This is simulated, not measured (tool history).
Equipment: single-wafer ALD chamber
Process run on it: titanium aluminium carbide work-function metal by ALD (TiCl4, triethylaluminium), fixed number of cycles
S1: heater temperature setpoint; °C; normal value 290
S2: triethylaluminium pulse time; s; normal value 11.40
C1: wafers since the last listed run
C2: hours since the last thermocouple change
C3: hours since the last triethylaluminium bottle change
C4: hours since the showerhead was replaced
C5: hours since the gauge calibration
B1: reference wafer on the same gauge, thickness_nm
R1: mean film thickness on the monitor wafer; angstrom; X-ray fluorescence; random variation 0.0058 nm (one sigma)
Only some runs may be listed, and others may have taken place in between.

{"run": 1, "hour": 0.0, "S1": 290, "S2": 11.4, "C1": 0, "C2": 1113.1, "C3": 573.0, "C4": 5556.6, "C5": 2588.2, "B1": 1.86, "R1": 19.86}
{"run": 2, "hour": 45.5, "S1": 290, "S2": 11.4, "C1": 466, "C2": 1158.6, "C3": 618.5, "C4": 5602.1, "C5": 2633.7, "B1": 1.858, "R1": 19.85}
{"run": 3, "hour": 127.0, "S1": 290, "S2": 11.4, "C1": 836, "C2": 1240.1, "C3": 700.0, "C4": 5683.6, "C5": 2715.2, "B1": 1.858, "R1": 19.87}
{"run": 4, "hour": 203.1, "S1": 284, "S2": 11.4, "C1": 780, "C2": 1316.2, "C3": 776.1, "C4": 5759.7, "C5": 2791.3, "B1": 1.862, "R1": 19.36}
{"run": 5, "hour": 301.1, "S1": 284, "S2": 11.4, "C1": 1005, "C2": 1414.2, "C3": 874.1, "C4": 5857.7, "C5": 2889.3, "B1": 1.86, "R1": 19.38}
{"run": 6, "hour": 375.2, "S1": 284, "S2": 11.4, "C1": 760, "C2": 1488.3, "C3": 948.2, "C4": 5931.8, "C5": 2963.4, "B1": 1.861, "R1": 19.4}
{"hour": 398.3, "done": "triethylaluminium bottle replaced"}
{"run": 7, "hour": 429.6, "S1": 290, "S2": 8.0, "C1": 476, "C2": 1542.7, "C3": 31.3, "C4": 5986.2, "C5": 3017.8, "B1": 1.859, "R1": 19.6}
{"run": 8, "hour": 495.8, "S1": 290, "S2": 8.0, "C1": 679, "C2": 1608.9, "C3": 97.5, "C4": 6052.4, "C5": 3084.0, "B1": 1.859, "R1": 19.68}
{"run": 9, "hour": 560.7, "S1": 298, "S2": 8.21, "C1": 665, "C2": 1673.8, "C3": 162.4, "C4": 6117.3, "C5": 3148.9, "B1": 1.86, "R1": 20.51}
{"hour": 604.4, "done": "gauge calibrated"}
{"run": 10, "hour": 663.6, "S1": 298, "S2": 12.89, "C1": 1055, "C2": 1776.7, "C3": 265.3, "C4": 6220.2, "C5": 59.2, "B1": 1.861, "R1": 21.02}
{"run": 11, "hour": 699.7, "S1": 296, "S2": 14.48, "C1": 370, "C2": 1812.8, "C3": 301.4, "C4": 6256.3, "C5": 95.3, "B1": 1.86, "R1": 20.93}
{"hour": 741.7, "done": "thermocouple changed; heater temperature recalibrated"}
{"run": 12, "hour": 774.7, "S1": 290, "S2": 13.67, "C1": 687, "C2": 33.0, "C3": 376.4, "C4": 6331.3, "C5": 170.3, "B1": 1.859, "R1": 19.79}
{"run": 13, "hour": 841.8, "S1": 296, "S2": 11.4, "C1": 688, "C2": 100.1, "C3": 443.5, "C4": 6398.4, "C5": 237.4, "B1": 1.861, "R1": 20.23}
{"run": 14, "hour": 880.7, "S1": 294, "S2": 15.36, "C1": 399, "C2": 139.0, "C3": 482.4, "C4": 6437.3, "C5": 276.3, "B1": 1.859, "R1": 20.24}
{"run": 15, "hour": 986.3, "S1": 303, "S2": 11.4, "C1": 1083, "C2": 244.6, "C3": 588.0, "C4": 6542.9, "C5": 381.9, "B1": 1.86, "R1": 20.88}
{"run": 16, "hour": 1036.4, "S1": 290, "S2": 11.4, "C1": 514, "C2": 294.7, "C3": 638.1, "C4": 6593.0, "C5": 432.0, "B1": 1.861, "R1": 19.63}
{"hour": 1045.1, "done": "showerhead replaced"}
{"run": 17, "hour": 1089.4, "S1": 295, "S2": 13.0, "C1": 461, "C2": 347.7, "C3": 691.1, "C4": 44.3, "C5": 485.0, "B1": 1.859, "R1": 20.25}
{"run": 18, "hour": 1139.6, "S1": 280, "S2": 7.43, "C1": 515, "C2": 397.9, "C3": 741.3, "C4": 94.5, "C5": 535.2, "B1": 1.862, "R1": 18.1}
{"run": 19, "hour": 1191.2, "S1": 286, "S2": 7.11, "C1": 529, "C2": 449.5, "C3": 792.9, "C4": 146.1, "C5": 586.8, "B1": 1.858, "R1": 18.63}
{"run": 20, "hour": 1275.5, "S1": 276, "S2": 14.58, "C1": 864, "C2": 533.8, "C3": 877.2, "C4": 230.4, "C5": 671.1, "B1": 1.86, "R1": 18.48}
{"run": 21, "hour": 1352.3, "S1": 290, "S2": 11.4, "C1": 787, "C2": 610.6, "C3": 954.0, "C4": 307.2, "C5": 747.9, "B1": 1.86, "R1": 19.55}
{"hour": 1433.4, "done": "triethylaluminium bottle replaced"}
{"run": 22, "hour": 1457.1, "S1": 302, "S2": 11.4, "C1": 993, "C2": 715.4, "C3": 23.7, "C4": 412.0, "C5": 852.7, "B1": 1.861, "R1": 20.89}
{"run": 23, "hour": 1542.0, "S1": 290, "S2": 11.4, "C1": 871, "C2": 800.3, "C3": 108.6, "C4": 496.9, "C5": 937.6, "B1": 1.86, "R1": 19.59}
{"run": 24, "hour": 1590.5, "S1": 290, "S2": 7.18, "C1": 497, "C2": 848.8, "C3": 157.1, "C4": 545.4, "C5": 986.1, "B1": 1.859, "R1": 19.04}
{"run": 25, "hour": 1695.3, "S1": 303, "S2": 11.4, "C1": 1075, "C2": 953.6, "C3": 261.9, "C4": 650.2, "C5": 1090.9, "B1": 1.863, "R1": 21.03}
{"run": 26, "hour": 1760.3, "S1": 290, "S2": 11.4, "C1": 666, "C2": 1018.6, "C3": 326.9, "C4": 715.2, "C5": 1155.9, "B1": 1.863, "R1": 19.73}
{"run": 27, "hour": 1803.4, "S1": 290, "S2": 11.4, "C1": 442, "C2": 1061.7, "C3": 370.0, "C4": 758.3, "C5": 1199.0, "B1": 1.861, "R1": 19.69}
{"run": 28, "hour": 1851.2, "S1": 280, "S2": 11.4, "C1": 490, "C2": 1109.5, "C3": 417.8, "C4": 806.1, "C5": 1246.8, "B1": 1.86, "R1": 18.78}
{"run": 29, "hour": 1934.1, "S1": 290, "S2": 14.57, "C1": 850, "C2": 1192.4, "C3": 500.7, "C4": 889.0, "C5": 1329.7, "B1": 1.86, "R1": 19.95}
{"run": 30, "hour": 2027.2, "S1": 283, "S2": 11.4, "C1": 955, "C2": 1285.5, "C3": 593.8, "C4": 982.1, "C5": 1422.8, "B1": 1.859, "R1": 19.14}
{"run": 31, "hour": 2114.6, "S1": 297, "S2": 11.4, "C1": 896, "C2": 1372.9, "C3": 681.2, "C4": 1069.5, "C5": 1510.2, "B1": 1.859, "R1": 20.51}
{"run": 32, "hour": 2194.0, "S1": 275, "S2": 14.35, "C1": 814, "C2": 1452.3, "C3": 760.6, "C4": 1148.9, "C5": 1589.6, "B1": 1.859, "R1": 18.53}

Alternative continuations, all from the tool just after run 32; predict every row:
{"run": "A", "hour": 2194.4, "S1": 290, "S2": 10.18, "C1": 4, "C2": 1452.7, "C3": 761.0, "C4": 1149.3, "C5": 1590.0, "B1": "?", "R1": "?"}
{"run": "B", "hour": 2194.4, "S1": 290, "S2": 13.9, "C1": 4, "C2": 1452.7, "C3": 761.0, "C4": 1149.3, "C5": 1590.0, "B1": "?", "R1": "?"}
{"run": "C", "hour": 2194.4, "S1": 281, "S2": 15.1, "C1": 4, "C2": 1452.7, "C3": 761.0, "C4": 1149.3, "C5": 1590.0, "B1": "?", "R1": "?"}
{"run": "D", "hour": 2194.4, "S1": 283, "S2": 14.71, "C1": 4, "C2": 1452.7, "C3": 761.0, "C4": 1149.3, "C5": 1590.0, "B1": "?", "R1": "?"}
{"run": "E", "hour": 2194.4, "S1": 281, "S2": 11.4, "C1": 4, "C2": 1452.7, "C3": 761.0, "C4": 1149.3, "C5": 1590.0, "B1": "?", "R1": "?"}

run=A B1=1.859 R1=19.68
run=B B1=1.859 R1=19.97
run=C B1=1.859 R1=19.11
run=D B1=1.859 R1=19.30
run=E B1=1.859 R1=18.90
The same runs, with their run-to-run variation unchanged, on a tool lacking any hidden condition would have given:
run=A R1=19.45
run=B R1=19.73
run=C R1=18.88
run=D R1=19.06
run=E R1=18.67
